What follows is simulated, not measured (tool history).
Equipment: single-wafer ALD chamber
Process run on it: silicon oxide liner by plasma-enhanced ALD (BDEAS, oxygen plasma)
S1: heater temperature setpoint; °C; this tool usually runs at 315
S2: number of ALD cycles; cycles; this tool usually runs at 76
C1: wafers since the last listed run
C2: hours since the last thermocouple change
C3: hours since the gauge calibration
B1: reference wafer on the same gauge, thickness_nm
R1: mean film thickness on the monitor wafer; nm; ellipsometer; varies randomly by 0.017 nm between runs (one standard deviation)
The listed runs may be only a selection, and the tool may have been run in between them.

run 1 day=0.000 | S1=315 S2=76 | C1=0 C2=2250.8 C3=164.4 | B1=6.174 | R1=6.902
run 2 day=0.517 | S1=315 S2=76 | C1=60 C2=2263.2 C3=176.8 | B1=6.178 | R1=6.878
run 3 day=0.871 | S1=315 S2=76 | C1=41 C2=2271.7 C3=185.3 | B1=6.181 | R1=6.877
run 4 day=1.429 | S1=315 S2=72 | C1=65 C2=2285.1 C3=198.7 | B1=6.173 | R1=6.527
run 5 day=1.875 | S1=315 S2=72 | C1=52 C2=2295.8 C3=209.4 | B1=6.181 | R1=6.514
run 6 day=2.592 | S1=315 S2=76 | C1=84 C2=2313.0 C3=226.6 | B1=6.183 | R1=6.890
run 7 day=3.075 | S1=315 S2=76 | C1=57 C2=2324.6 C3=238.2 | B1=6.179 | R1=6.871
run 8 day=3.508 | S1=315 S2=76 | C1=51 C2=2335.0 C3=248.6 | B1=6.182 | R1=6.859
run 9 day=4.254 | S1=324 S2=66 | C1=87 C2=2352.9 C3=266.5 | B1=6.184 | R1=5.873
-- day=4.388 gauge calibrated
run 10 day=4.942 | S1=319 S2=76 | C1=81 C2=2369.4 C3=13.3 | B1=6.177 | R1=6.843
run 11 day=5.208 | S1=315 S2=76 | C1=31 C2=2375.8 C3=19.7 | B1=6.174 | R1=6.905
run 12 day=5.579 | S1=315 S2=76 | C1=43 C2=2384.7 C3=28.6 | B1=6.179 | R1=6.874
run 13 day=6.292 | S1=315 S2=90 | C1=84 C2=2401.8 C3=45.7 | B1=6.184 | R1=8.142
run 14 day=6.679 | S1=315 S2=67 | C1=45 C2=2411.1 C3=55.0 | B1=6.186 | R1=6.073
run 15 day=7.079 | S1=315 S2=61 | C1=47 C2=2420.7 C3=64.6 | B1=6.178 | R1=5.512
run 16 day=7.438 | S1=324 S2=66 | C1=42 C2=2429.3 C3=73.2 | B1=6.184 | R1=5.871
-- day=8.108 thermocouple changed; heater temperature recalibrated
run 17 day=8.129 | S1=315 S2=76 | C1=42 C2=0.5 C3=89.8 | B1=6.178 | R1=6.889
run 18 day=8.271 | S1=315 S2=76 | C1=16 C2=3.9 C3=93.2 | B1=6.179 | R1=6.873
run 19 day=8.542 | S1=301 S2=70 | C1=31 C2=10.4 C3=99.7 | B1=6.178 | R1=6.466
run 20 day=10.375 | S1=315 S2=76 | C1=216 C2=54.4 C3=143.7 | B1=6.178 | R1=6.877
run 21 day=10.642 | S1=304 S2=90 | C1=31 C2=60.8 C3=150.1 | B1=6.180 | R1=8.276
run 22 day=11.021 | S1=309 S2=72 | C1=44 C2=69.9 C3=159.2 | B1=6.176 | R1=6.562
run 23 day=11.812 | S1=329 S2=76 | C1=93 C2=88.9 C3=178.2 | B1=6.177 | R1=6.702
run 24 day=12.554 | S1=311 S2=89 | C1=87 C2=106.7 C3=196.0 | B1=6.180 | R1=8.126

Run-by-run hidden state of the tool:
wafer temperature above the value expected at the setpoint (K): 0 at every run
gauge reads high (%): 0 at every run
